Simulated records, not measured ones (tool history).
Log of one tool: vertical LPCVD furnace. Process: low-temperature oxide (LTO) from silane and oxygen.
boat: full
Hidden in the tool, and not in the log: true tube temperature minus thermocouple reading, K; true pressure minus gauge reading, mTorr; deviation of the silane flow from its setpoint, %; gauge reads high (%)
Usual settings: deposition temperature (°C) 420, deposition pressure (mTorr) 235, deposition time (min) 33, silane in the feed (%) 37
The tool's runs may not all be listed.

| run | day | deposition temperature (°C) | deposition pressure (mTorr) | deposition time (min) | silane in the feed (%) | wafers since the last listed run | hours since the last temperature calibration | hours since the pressure gauge was zeroed | hours since the silane flow controller was replaced | hours since the gauge calibration | read-back reference wafer on the same gauge, thickness | film thickness on the monitor wafer in the middle of the boat (nm) |
|---|---|---|---|---|---|---|---|---|---|---|---|---|
| 1 | 0 | 420 | 235 | 33 | 37 | 0 | 3804.2 | 1745.7 | 2677.1 | 55.4 | 321.83 | 354.78 |
| 2 | 0.492 | 420 | 235 | 33 | 37 | 187 | 3816 | 1757.5 | 2688.9 | 67.2 | 322.06 | 353.72 |
| 3 | 0.796 | 420 | 235 | 33 | 37 | 115 | 3823.3 | 1764.8 | 2696.2 | 74.5 | 322.19 | 353.62 |
| 4 | 1.196 | 420 | 235 | 33 | 37 | 152 | 3832.9 | 1774.4 | 2705.8 | 84.1 | 322.06 | 354.21 |
| 5 | 1.7 | 420 | 235 | 33 | 37 | 192 | 3845 | 1786.5 | 2717.9 | 96.2 | 321.97 | 354.54 |
| 6 | 2.083 | 420 | 235 | 33 | 37 | 146 | 3854.2 | 1795.7 | 2727.1 | 105.4 | 321.93 | 354.03 |
| 7 | 2.429 | 420 | 235 | 33 | 37 | 131 | 3862.5 | 1804 | 2735.4 | 113.7 | 322.01 | 353.7 |
| 8 | 2.858 | 420 | 205 | 33 | 37 | 163 | 3872.8 | 1814.3 | 2745.7 | 124 | 321.95 | 306.33 |
| 9 | 3.3 | 423 | 235 | 33 | 32 | 168 | 3883.4 | 1824.9 | 2756.3 | 134.6 | 322.14 | 303.17 |
| 10 | 3.567 | 420 | 190 | 29 | 37 | 101 | 3889.8 | 1831.3 | 2762.7 | 141 | 322.22 | 248.33 |
| 11 | 4.354 | 420 | 190 | 29 | 37 | 300 | 3908.7 | 1850.2 | 2781.6 | 159.9 | 321.99 | 247.56 |
|  | 5.379 | gauge calibrated |
|  | 5.708 | silane flow controller replaced |
| 12 | 5.729 | 420 | 190 | 29 | 37 | 142 | 3941.7 | 1883.2 | 0.5 | 8.4 | 321.96 | 248.4 |
| 13 | 5.917 | 420 | 215 | 33 | 41 | 71 | 3946.2 | 1887.7 | 5 | 12.9 | 321.87 | 362.64 |
| 14 | 6.104 | 431 | 290 | 28 | 37 | 71 | 3950.7 | 1892.2 | 9.5 | 17.4 | 322 | 418.16 |
|  | 7.467 | thermocouples replaced and temperature profile calibrated |
|  | 8.396 | pressure gauge zeroed |
| 15 | 8.417 | 417 | 235 | 45.5 | 31 | 146 | 22.8 | 0.5 | 65 | 72.9 | 322 | 393.15 |
| 16 | 8.604 | 414 | 200 | 41.5 | 32 | 71 | 27.3 | 5 | 69.5 | 77.4 | 321.89 | 308.47 |
| 17 | 8.792 | 424 | 235 | 33 | 32 | 71 | 31.8 | 9.5 | 74 | 81.9 | 321.86 | 321.5 |
| 18 | 8.979 | 420 | 235 | 33 | 37 | 71 | 36.3 | 14 | 78.5 | 86.4 | 321.93 | 371.08 |
| 19 | 9.346 | 420 | 190 | 29 | 37 | 139 | 45.1 | 22.8 | 87.3 | 95.2 | 321.94 | 263.15 |
| 20 | 9.608 | 420 | 235 | 33 | 37 | 100 | 51.4 | 29.1 | 93.6 | 101.5 | 322.1 | 370.9 |
| 21 | 10.175 | 424 | 190 | 37 | 32 | 215 | 65 | 42.7 | 107.2 | 115.1 | 322.04 | 290.31 |
| 22 | 10.679 | 427 | 180 | 20.5 | 33 | 192 | 77.1 | 54.8 | 119.3 | 127.2 | 321.9 | 163.96 |
| 23 | 11.2 | 426 | 235 | 33 | 35 | 198 | 89.6 | 67.3 | 131.8 | 139.7 | 321.96 | 367.51 |
| 24 | 11.65 | 420 | 235 | 33 | 39 | 171 | 100.4 | 78.1 | 142.6 | 150.5 | 322.07 | 393.95 |

Forecast each of these 5 alternatives for the next run:
| A | 11.842 | 420 | 275 | 33 | 37 | 73 | 105 | 82.7 | 147.2 | 155.1 | ? | ? |
| B | 11.842 | 420 | 200 | 29 | 37 | 73 | 105 | 82.7 | 147.2 | 155.1 | ? | ? |
| C | 11.842 | 425 | 205 | 43 | 37 | 73 | 105 | 82.7 | 147.2 | 155.1 | ? | ? |
| D | 11.842 | 420 | 235 | 27 | 33 | 73 | 105 | 82.7 | 147.2 | 155.1 | ? | ? |
| E | 11.842 | 424 | 285 | 46 | 32 | 73 | 105 | 82.7 | 147.2 | 155.1 | ? | ? |

| run | read-back reference wafer on the same gauge, thickness | film thickness on the monitor wafer in the middle of the boat (nm) |
|---|---|---|
| A | 322.05 | 433.39 |
| B | 322.05 | 276.78 |
| C | 322.05 | 443.03 |
| D | 322.05 | 261.76 |
| E | 322.05 | 542.03 |
Without the tool's hidden state the same runs would have given:
| run | film thickness on the monitor wafer in the middle of the boat (nm) |
|---|---|
| A | 434.25 |
| B | 277.54 |
| C | 444.21 |
| D | 262.37 |
| E | 543.06 |

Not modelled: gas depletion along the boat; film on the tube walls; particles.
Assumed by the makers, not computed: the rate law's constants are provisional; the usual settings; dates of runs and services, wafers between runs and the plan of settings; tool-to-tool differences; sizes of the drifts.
